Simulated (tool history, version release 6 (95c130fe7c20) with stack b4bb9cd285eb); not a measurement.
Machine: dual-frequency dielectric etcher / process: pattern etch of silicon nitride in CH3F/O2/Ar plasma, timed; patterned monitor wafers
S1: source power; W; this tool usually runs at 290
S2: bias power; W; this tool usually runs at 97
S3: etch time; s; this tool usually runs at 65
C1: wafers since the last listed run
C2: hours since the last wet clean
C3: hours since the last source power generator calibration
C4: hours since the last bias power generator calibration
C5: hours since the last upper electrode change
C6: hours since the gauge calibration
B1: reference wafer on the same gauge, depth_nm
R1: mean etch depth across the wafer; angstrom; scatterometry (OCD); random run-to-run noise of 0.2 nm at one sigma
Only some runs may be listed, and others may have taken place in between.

| run | day | S1 | S2 | S3 | C1 | C2 | C3 | C4 | C5 | C6 | B1 | R1 |
|---|---|---|---|---|---|---|---|---|---|---|---|---|
| 1 | 0 | 290 | 97 | 65 | 0 | 252.4 | 3237.6 | 3658.9 | 3917.4 | 225.4 | 43.44 | 412.9 |
| 2 | 2.629 | 290 | 97 | 65 | 473 | 315.5 | 3300.7 | 3722 | 3980.5 | 288.5 | 43.43 | 413 |
| 3 | 4.788 | 290 | 97 | 65 | 388 | 367.3 | 3352.5 | 3773.8 | 4032.3 | 340.3 | 43.43 | 412 |
| 4 | 7.079 | 290 | 97 | 65 | 412 | 422.3 | 3407.5 | 3828.8 | 4087.3 | 395.3 | 43.4 | 421.9 |
|  | 9.271 | wet clean of the chamber |
| 5 | 9.462 | 230 | 108 | 82 | 249 | 4.6 | 3464.7 | 3886 | 4144.5 | 452.5 | 43.41 | 501.4 |
| 6 | 10.575 | 360 | 97 | 65 | 200 | 31.3 | 3491.4 | 3912.7 | 4171.2 | 479.2 | 43.37 | 430.6 |
| 7 | 12.821 | 250 | 111 | 79 | 404 | 85.2 | 3545.3 | 3966.6 | 4225.1 | 533.1 | 43.39 | 496.7 |
|  | 14.212 | bias power generator calibrated |
| 8 | 15.517 | 330 | 108 | 49.5 | 455 | 149.9 | 3610 | 31.3 | 4289.8 | 597.8 | 43.39 | 332.1 |
| 9 | 16.962 | 230 | 97 | 65 | 260 | 184.6 | 3644.7 | 66 | 4324.5 | 632.5 | 43.41 | 391.3 |
| 10 | 18.958 | 290 | 97 | 82 | 359 | 232.5 | 3692.6 | 113.9 | 4372.4 | 680.4 | 43.38 | 516.4 |
| 11 | 21.067 | 340 | 81 | 75.5 | 379 | 283.1 | 3743.2 | 164.5 | 4423 | 731 | 43.42 | 481.2 |
| 12 | 23.342 | 290 | 97 | 65 | 409 | 337.7 | 3797.8 | 219.1 | 4477.6 | 785.6 | 43.41 | 416.3 |
| 13 | 24.788 | 290 | 97 | 48 | 260 | 372.4 | 3832.5 | 253.8 | 4512.3 | 820.3 | 43.44 | 305 |
|  | 27.146 | upper electrode replaced |
| 14 | 27.75 | 290 | 87 | 50 | 353 | 443.5 | 3903.6 | 324.9 | 14.5 | 891.4 | 43.39 | 313.6 |
| 15 | 30.271 | 260 | 118 | 75.5 | 453 | 504 | 3964.1 | 385.4 | 75 | 951.9 | 43.39 | 497.7 |

Run 16 is up next; what results do you expect?
| 16 | 31.479 | 290 | 74 | 48.5 | 217 | 533 | 3993.1 | 414.4 | 104 | 980.9 | ? | ? |

Run 16 gave B1 43.38, R1 295.7 angstrom.
Without the tool's hidden state the same run would have given R1 285.7 angstrom.
